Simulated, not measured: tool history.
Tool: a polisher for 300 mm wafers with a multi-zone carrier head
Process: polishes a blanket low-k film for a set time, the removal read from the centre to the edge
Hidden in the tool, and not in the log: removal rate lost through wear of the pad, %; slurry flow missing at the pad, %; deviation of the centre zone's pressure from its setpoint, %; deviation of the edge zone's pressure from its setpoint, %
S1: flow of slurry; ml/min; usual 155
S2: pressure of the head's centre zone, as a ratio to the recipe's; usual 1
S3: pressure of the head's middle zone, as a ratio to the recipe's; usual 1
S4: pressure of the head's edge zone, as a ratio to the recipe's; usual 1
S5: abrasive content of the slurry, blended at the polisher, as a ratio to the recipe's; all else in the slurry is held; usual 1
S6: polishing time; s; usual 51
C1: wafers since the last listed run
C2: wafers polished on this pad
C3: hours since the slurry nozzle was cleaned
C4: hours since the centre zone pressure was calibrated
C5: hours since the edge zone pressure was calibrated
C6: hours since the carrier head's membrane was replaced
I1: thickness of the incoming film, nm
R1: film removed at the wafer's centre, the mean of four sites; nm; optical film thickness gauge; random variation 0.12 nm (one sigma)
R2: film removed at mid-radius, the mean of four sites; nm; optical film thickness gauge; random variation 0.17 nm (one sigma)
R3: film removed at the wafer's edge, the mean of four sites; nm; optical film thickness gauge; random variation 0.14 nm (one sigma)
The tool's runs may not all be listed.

run   hour   S1    S2    S3    S4    S5  S6   C1    C2     C3     C4     C5     C6     I1    R1    R2    R3
  1      0  155     1  0.92  1.06     1  51    0    73  163.5   56.5  130.6   19.7  433.6   9.1   8.7  11.1
       3.8  -- slurry nozzle cleaned, repeated, since the last time left the tool worse
  2    7.4  155     1  0.92   0.9  0.75  51   47   121    3.6   63.9    138   27.1  430.9   9.7   8.4   9.3
  3     15  175     1  0.89     1     1  37   56   177   11.2   71.5  145.6   34.7  426.8   9.2     8   8.8
  4   25.8  155  0.93     1  0.96     1  51   80   257     22   82.3  156.4   45.5  430.5  11.2  11.8  11.9
  5   59.6  155     1     1     1     1  51  250   508   55.8  116.1  190.2   79.3  430.7  12.1  11.8  12.1
  6   71.9  155     1     1     1     1  42   91   599   68.1  128.4  202.5   91.6  427.2   9.8   9.9  10.1
  7   86.4  155     1     1  0.95     1  51  107   707   82.6  142.9    217  106.1  426.5  11.7  11.6  11.9
  8  100.9  155   1.1     1  1.07     1  51  107   814   97.1  157.4  231.5  120.6  423.7  13.1  11.5  12.5
  9  116.6  155  1.08     1  0.89   0.7  61  116   931  112.8  173.1  247.2  136.3  430.7  11.2  10.5   9.8
 10    130  170     1     1     1   0.9  51   99  1030  126.2  186.5  260.6  149.7  429.6  11.1  10.9  11.3
     140.8  -- worn pad replaced by a new one
 11  144.6  120  1.09     1  0.91   1.2  51   78    28  140.8  201.1  275.2  164.3  432.2  13.4  12.1  12.1
 12  151.6  155     1     1  1.11     1  51   51    80  147.8  208.1  282.2  171.3  432.9  11.7  11.4  12.7
 13  160.5  185  0.95     1     1     1  51   66   146  156.7    217  291.1  180.2  428.5  11.8  11.9  12.4
 14  171.7  155     1  1.04     1  0.85  40   83   229  167.9  228.2  302.3  191.4  430.5   8.3   8.1   8.4
 15  182.6  185     1  1.09     1     1  38   80   310  178.8  239.1  313.2  202.3  428.3   9.3   9.7   9.3
 16  199.8  155  0.95     1     1     1  51  127   437    196  256.3  330.4  219.5  424.8  11.4  11.4    12
 17  206.3  155     1     1     1     1  51   48   486  202.5  262.8  336.9    226  427.8  11.6  11.4    12
 18  255.1  155  0.89     1     1     1  51  362   848  251.3  311.6  385.7  274.8  423.8  10.6  11.9  12.1
 19  268.8  135     1  1.06     1   0.8  34  101   949    265  325.3  399.4  288.5  425.2   6.3   6.6   6.6
     283.1  -- worn pad replaced by a new one
 20  284.5  155     1     1     1     1  51   86    10  280.7    341  415.1  304.2  426.2  11.6  11.6  12.1
 21  297.8  210     1     1     1     1  37   98   108    294  354.3  428.4  317.5  431.2     9   8.9   9.2
 22  304.5  130     1  1.05     1     1  51   49   158  300.7    361  435.1  324.2  436.7  11.1  11.4  11.4

Forecast each of these 4 alternatives for the next run:
  A  304.9  155     1   1    1    1  51   2  161  301.1  361.4  435.5  324.6  429.6   ?   ?   ?
  B  304.9  155  0.95   1    1  0.9  51   2  161  301.1  361.4  435.5  324.6  429.6   ?   ?   ?
  C  304.9  155     1   1    1    1  35   2  161  301.1  361.4  435.5  324.6  429.6   ?   ?   ?
  D  304.9  110  1.09   1  0.9    1  68   2  161  301.1  361.4  435.5  324.6  429.6   ?   ?   ?

run    R1    R2    R3
  A  11.9  11.5  11.9
  B  10.5  10.7    11
  C   8.2   7.9   8.2
  D  15.3  13.9  14.1
Without the tool's hidden state the same runs would have given:
run    R1    R2    R3
  A  12.4    12  12.3
  B    11  11.1  11.3
  C   8.5   8.2   8.4
  D  16.4  14.7  14.7
